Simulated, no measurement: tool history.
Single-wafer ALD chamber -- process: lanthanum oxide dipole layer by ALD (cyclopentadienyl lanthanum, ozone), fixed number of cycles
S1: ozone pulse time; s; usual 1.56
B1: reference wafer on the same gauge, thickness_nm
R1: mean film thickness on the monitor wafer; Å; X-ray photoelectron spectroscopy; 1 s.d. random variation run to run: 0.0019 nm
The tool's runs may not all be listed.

run 1 hour=0.0 | S1=1.56 | B1=0.653 | R1=5.71
run 2 hour=86.6 | S1=1.56 | B1=0.655 | R1=5.71
run 3 hour=159.5 | S1=1.56 | B1=0.655 | R1=5.74
run 4 hour=228.8 | S1=1.37 | B1=0.656 | R1=5.60
run 5 hour=308.2 | S1=1.37 | B1=0.656 | R1=5.66
run 6 hour=497.3 | S1=1.37 | B1=0.658 | R1=5.66
run 7 hour=543.4 | S1=1.99 | B1=0.658 | R1=5.87
run 8 hour=635.0 | S1=1.99 | B1=0.660 | R1=5.89
run 9 hour=703.8 | S1=1.56 | B1=0.660 | R1=5.77
-- hour=715.9 ozone generator serviced
run 10 hour=746.0 | S1=1.56 | B1=0.661 | R1=5.80
-- hour=821.5 showerhead replaced
-- hour=825.9 gauge calibrated
run 11 hour=852.7 | S1=1.56 | B1=0.648 | R1=5.69
run 12 hour=905.1 | S1=1.34 | B1=0.648 | R1=5.60
run 13 hour=970.5 | S1=2.08 | B1=0.649 | R1=5.81
run 14 hour=1025.9 | S1=1.26 | B1=0.649 | R1=5.52
run 15 hour=1129.7 | S1=1.33 | B1=0.648 | R1=5.58
run 16 hour=1204.7 | S1=1.56 | B1=0.649 | R1=5.65
run 17 hour=1281.9 | S1=1.56 | B1=0.650 | R1=5.65
run 18 hour=1370.1 | S1=1.38 | B1=0.650 | R1=5.63
-- hour=1438.1 thermocouple changed; heater temperature recalibrated
run 19 hour=1463.1 | S1=1.82 | B1=0.650 | R1=5.75
run 20 hour=1502.1 | S1=1.27 | B1=0.650 | R1=5.56
run 21 hour=1546.0 | S1=1.56 | B1=0.650 | R1=5.67
run 22 hour=1642.9 | S1=1.88 | B1=0.652 | R1=5.77
run 23 hour=1698.4 | S1=1.98 | B1=0.651 | R1=5.82
run 24 hour=1793.6 | S1=1.40 | B1=0.652 | R1=5.61
run 25 hour=1900.3 | S1=1.18 | B1=0.652 | R1=5.52

Measured less the same run without the tool's hidden state. The same run-to-run variation is in both; the gauge's scatter may not be:
The hidden state here: wafer temperature above the value expected at the setpoint (K); ozone dose above that of a generator just serviced (%); gauge reads high (%).
run=1 R1=+0.03
run=2 R1=+0.04
run=3 R1=+0.04
run=4 R1=+0.04
run=5 R1=+0.06
run=6 R1=+0.07
run=7 R1=+0.08
run=8 R1=+0.09
run=9 R1=+0.09
run=10 R1=+0.10
run=11 R1=-0.01
run=12 R1=-0.01
run=13 R1=-0.01
run=14 R1=-0.02
run=15 R1=-0.01
run=16 R1=-0.01
run=17 R1=-0.01
run=18 R1=-0.01
run=19 R1=+0.00
run=20 R1=+0.00
run=21 R1=+0.01
run=22 R1=+0.01
run=23 R1=+0.01
run=24 R1=+0.02
run=25 R1=+0.03
